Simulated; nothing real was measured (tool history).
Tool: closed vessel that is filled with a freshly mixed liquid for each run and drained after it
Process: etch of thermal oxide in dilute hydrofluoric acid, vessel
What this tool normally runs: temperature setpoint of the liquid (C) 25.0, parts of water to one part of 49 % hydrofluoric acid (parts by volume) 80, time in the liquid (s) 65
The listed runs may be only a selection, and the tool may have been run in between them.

| run | hour | temperature setpoint of the liquid (C) | parts of water to one part of 49 % hydrofluoric acid (parts by volume) | time in the liquid (s) | read-back film thickness of the thermal oxide reference wafer, read on the same gauge (nm) | thickness taken off the thermal oxide on a monitor wafer (angstrom) |
|---|---|---|---|---|---|---|
| 1 | 0.0 | 25.0 | 80 | 65 | 119.968 | 34.37 |
| 2 | 27.3 | 23.5 | 80 | 65 | 120.017 | 32.29 |
| 3 | 41.8 | 22.0 | 80 | 75 | 120.007 | 34.79 |
|  | 47.8 | gauge calibrated |
| 4 | 75.3 | 22.0 | 80 | 75 | 120.033 | 34.75 |
| 5 | 105.8 | 22.0 | 80 | 75 | 119.972 | 35.01 |
| 6 | 129.9 | 25.0 | 80 | 65 | 120.006 | 34.27 |
| 7 | 144.3 | 25.0 | 80 | 65 | 119.942 | 34.21 |
| 8 | 160.2 | 25.0 | 80 | 65 | 120.056 | 34.39 |
| 9 | 183.8 | 25.0 | 80 | 65 | 120.037 | 34.30 |
| 10 | 207.2 | 25.0 | 80 | 65 | 119.988 | 34.18 |
| 11 | 223.4 | 25.0 | 80 | 65 | 119.974 | 34.25 |
| 12 | 238.2 | 25.0 | 65 | 100 | 119.956 | 65.31 |
|  | 253.3 | hydrofluoric acid flow meter replaced |
|  | 254.8 | thermometer replaced |
| 13 | 343.2 | 25.0 | 80 | 65 | 119.991 | 38.19 |
|  | 356.4 | gauge calibrated |
| 14 | 361.0 | 25.0 | 80 | 85 | 119.960 | 49.95 |

For run 15, what comes out?
| 15 | 379.6 | 25.0 | 80 | 65 | ? | ? |

read-back film thickness of the thermal oxide reference wafer, read on the same gauge (nm): 119.991
thickness taken off the thermal oxide on a monitor wafer (angstrom): 37.82
With the hidden condition absent and the run-to-run variation left alone, this run would have shown thickness taken off the thermal oxide on a monitor wafer (angstrom) 38.02.

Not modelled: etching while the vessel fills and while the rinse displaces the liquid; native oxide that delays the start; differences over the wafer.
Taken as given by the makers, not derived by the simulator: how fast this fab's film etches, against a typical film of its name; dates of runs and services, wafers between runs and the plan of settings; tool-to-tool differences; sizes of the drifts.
